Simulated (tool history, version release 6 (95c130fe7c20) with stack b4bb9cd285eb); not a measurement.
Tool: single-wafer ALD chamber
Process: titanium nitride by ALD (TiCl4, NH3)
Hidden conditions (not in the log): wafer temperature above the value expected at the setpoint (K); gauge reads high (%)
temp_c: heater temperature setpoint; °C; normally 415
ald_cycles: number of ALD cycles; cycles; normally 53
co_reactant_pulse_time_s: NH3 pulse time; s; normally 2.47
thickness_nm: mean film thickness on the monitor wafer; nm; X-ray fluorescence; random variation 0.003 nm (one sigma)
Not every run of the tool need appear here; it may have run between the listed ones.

run     day  temp_c  ald_cycles  co_reactant_pulse_time_s  wafers since the last listed run  hours since the last thermocouple change  hours since the showerhead was replaced  hours since the gauge calibration  read-back reference wafer on the same gauge, thickness_nm  thickness_nm
  1   0.000     415          46                      2.47                                 0                                     857.9                                   7768.3                              133.8                                                      1.067         1.063
  2   0.558     415          46                      2.47                                46                                     871.3                                   7781.7                              147.2                                                      1.068         1.065
  3   1.288     415          53                      2.47                                61                                     888.8                                   7799.2                              164.7                                                      1.068         1.227
  4   2.462     415          53                      2.47                                98                                     917.0                                   7827.4                              192.9                                                      1.069         1.231
  5   3.417     415          53                      2.47                                80                                     939.9                                   7850.3                              215.8                                                      1.069         1.227
  6   4.779     415          53                      2.47                               114                                     972.6                                   7883.0                              248.5                                                      1.070         1.225
  7   5.383     421          53                      2.47                                50                                     987.1                                   7897.5                              263.0                                                      1.070         1.226
  8   6.762     426          53                      2.47                               116                                    1020.2                                   7930.6                              296.1                                                      1.071         1.228
  9   8.012     415          56                      2.95                               105                                    1050.2                                   7960.6                              326.1                                                      1.072         1.297
      9.000  -- showerhead replaced
 10   9.350     415          62                      2.47                                84                                    1082.3                                      8.4                              358.2                                                      1.071         1.445
 11   9.954     415          53                      1.68                                50                                    1096.8                                     22.9                              372.7                                                      1.072         1.209
 12  10.629     415          53                      2.47                                56                                    1113.0                                     39.1                              388.9                                                      1.072         1.226
 13  11.492     427          56                      2.80                                72                                    1133.7                                     59.8                              409.6                                                      1.072         1.309
 14  12.862     425          63                      2.83                               115                                    1166.6                                     92.7                              442.5                                                      1.073         1.472
 15  13.608     415          53                      1.68                                62                                    1184.5                                    110.6                              460.4                                                      1.073         1.214
     14.696  -- thermocouple changed; heater temperature recalibrated
 16  14.992     415          53                      2.86                                88                                       7.1                                    143.8                              493.6                                                      1.072         1.236
     15.375  -- gauge calibrated
 17  16.308     425          49                      1.50                               110                                      38.7                                    175.4                               22.4                                                      1.061         1.108
 18  17.162     415          53                      2.47                                71                                      59.2                                    195.9                               42.9                                                      1.062         1.217
 19  20.296     415          53                      2.47                               263                                     134.4                                    271.1                              118.1                                                      1.066         1.223

5 ways to go on from here, each from the tool as it stands after run 19. What would each give?
  A  20.317     415          53                      3.22                                 1                                     134.9                                    271.6                              118.6                                                          ?             ?
  B  20.317     415          53                      2.73                                 1                                     134.9                                    271.6                              118.6                                                          ?             ?
  C  20.317     424          53                      2.83                                 1                                     134.9                                    271.6                              118.6                                                          ?             ?
  D  20.317     415          61                      2.17                                 1                                     134.9                                    271.6                              118.6                                                          ?             ?
  E  20.317     410          63                      3.14                                 1                                     134.9                                    271.6                              118.6                                                          ?             ?

run  read-back reference wafer on the same gauge, thickness_nm  thickness_nm
  A                                                      1.066         1.227
  B                                                      1.066         1.222
  C                                                      1.066         1.225
  D                                                      1.066         1.397
  E                                                      1.066         1.457
What these runs would have given with no unlogged condition in the tool:
run  thickness_nm
  A         1.220
  B         1.215
  C         1.218
  D         1.389
  E         1.449
